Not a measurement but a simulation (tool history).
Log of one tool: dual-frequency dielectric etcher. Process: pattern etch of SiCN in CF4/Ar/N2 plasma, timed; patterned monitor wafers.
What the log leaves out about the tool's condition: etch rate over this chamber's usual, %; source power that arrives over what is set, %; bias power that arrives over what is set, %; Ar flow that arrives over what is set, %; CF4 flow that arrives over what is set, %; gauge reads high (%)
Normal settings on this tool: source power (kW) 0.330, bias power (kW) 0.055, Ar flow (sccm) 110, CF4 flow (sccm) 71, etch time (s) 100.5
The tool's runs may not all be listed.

run   hour  source power (kW)  bias power (kW)  Ar flow (sccm)  CF4 flow (sccm)  etch time (s)  wafers since the last listed run  hours since the last wet clean  hours since the last source power generator calibration  hours since the last bias power generator calibration  hours since the last Ar flow controller change  hours since the last CF4 flow controller change  hours since the last upper electrode change  hours since the gauge calibration  read-back reference wafer on the same gauge, depth_nm  mean etch depth across the wafer (angstrom)
  1    0.0              0.330            0.043             110               71          100.5                                 0                            76.4                                                   5035.3                                                 1446.3                                          2255.0                                            128.7                                         68.0                                5.2                                                   54.9                                          558
  2   21.6              0.330            0.055             100               71          100.5                               149                            98.0                                                   5056.9                                                 1467.9                                          2276.6                                            150.3                                         89.6                               26.8                                                   54.9                                          612
  3   35.6              0.350            0.055             110               71          100.5                                96                           112.0                                                   5070.9                                                 1481.9                                          2290.6                                            164.3                                        103.6                               40.8                                                   54.9                                          619
  4   54.7              0.330            0.055             110               71          100.5                               131                           131.1                                                   5090.0                                                 1501.0                                          2309.7                                            183.4                                        122.7                               59.9                                                   55.0                                          607
  5   83.5              0.330            0.055              99               71          100.5                               198                           159.9                                                   5118.8                                                 1529.8                                          2338.5                                            212.2                                        151.5                               88.7                                                   54.9                                          608
      91.4  -- source power generator calibrated
  6  101.0              0.330            0.055             110               71           79.0                                93                           177.4                                                      9.6                                                 1547.3                                          2356.0                                            229.7                                        169.0                              106.2                                                   54.9                                          470
     112.8  -- bias power generator calibrated
     123.4  -- Ar flow controller replaced
  7  129.1              0.390            0.055             110               71          100.5                               124                           205.5                                                     37.7                                                   16.3                                             5.7                                            257.8                                        197.1                              134.3                                                   54.9                                          659
  8  159.8              0.280            0.050             110               64          100.5                               211                           236.2                                                     68.4                                                   47.0                                            36.4                                            288.5                                        227.8                              165.0                                                   54.9                                          521
  9  190.7              0.330            0.055             110               59          100.5                               213                           267.1                                                     99.3                                                   77.9                                            67.3                                            319.4                                        258.7                              195.9                                                   54.9                                          568
 10  203.7              0.260            0.067             132               71          109.0                                89                           280.1                                                    112.3                                                   90.9                                            80.3                                            332.4                                        271.7                              208.9                                                   54.9                                          591
 11  231.8              0.330            0.055             110               62          100.5                               194                           308.2                                                    140.4                                                  119.0                                           108.4                                            360.5                                        299.8                              237.0                                                   54.9                                          578
 12  259.0              0.330            0.055             110               71          100.5                               187                           335.4                                                    167.6                                                  146.2                                           135.6                                            387.7                                        327.0                              264.2                                                   54.9                                          587
 13  291.3              0.330            0.055             110               71          100.5                               223                           367.7                                                    199.9                                                  178.5                                           167.9                                            420.0                                        359.3                              296.5                                                   54.9                                          589
 14  308.9              0.330            0.047             132               64          128.5                               121                           385.3                                                    217.5                                                  196.1                                           185.5                                            437.6                                        376.9                              314.1                                                   54.9                                          671
     337.4  -- wet clean of the chamber
 15  337.9              0.330            0.055             110               71          100.5                                34                             0.5                                                    246.5                                                  225.1                                           214.5                                            466.6                                        405.9                              343.1                                                   54.8                                          621
 16  349.6              0.330            0.055             110               71          119.5                                80                            12.2                                                    258.2                                                  236.8                                           226.2                                            478.3                                        417.6                              354.8                                                   54.9                                          725
 17  457.1              0.270            0.055             131               71           73.5                               742                           119.7                                                    365.7                                                  344.3                                           333.7                                            585.8                                        525.1                              462.3                                                   55.0                                          393
 18  488.5              0.330            0.055              84               62           79.0                               216                           151.1                                                    397.1                                                  375.7                                           365.1                                            617.2                                        556.5                              493.7                                                   54.9                                          484
 19  504.4              0.290            0.043             110               71          100.5                               109                           167.0                                                    413.0                                                  391.6                                           381.0                                            633.1                                        572.4                              509.6                                                   54.9                                          528
 20  539.6              0.330            0.044             110               71          111.5                               243                           202.2                                                    448.2                                                  426.8                                           416.2                                            668.3                                        607.6                              544.8                                                   54.9                                          622

For run 21, what comes out?
 21  562.6              0.380            0.055             110               71           72.0                               158                           225.2                                                    471.2                                                  449.8                                           439.2                                            691.3                                        630.6                              567.8                                                      ?                                            ?

read-back reference wafer on the same gauge, depth_nm: 54.9
mean etch depth across the wafer (angstrom): 463
Minus the tool's unlogged condition, the same run would have read mean etch depth across the wafer (angstrom) 474.
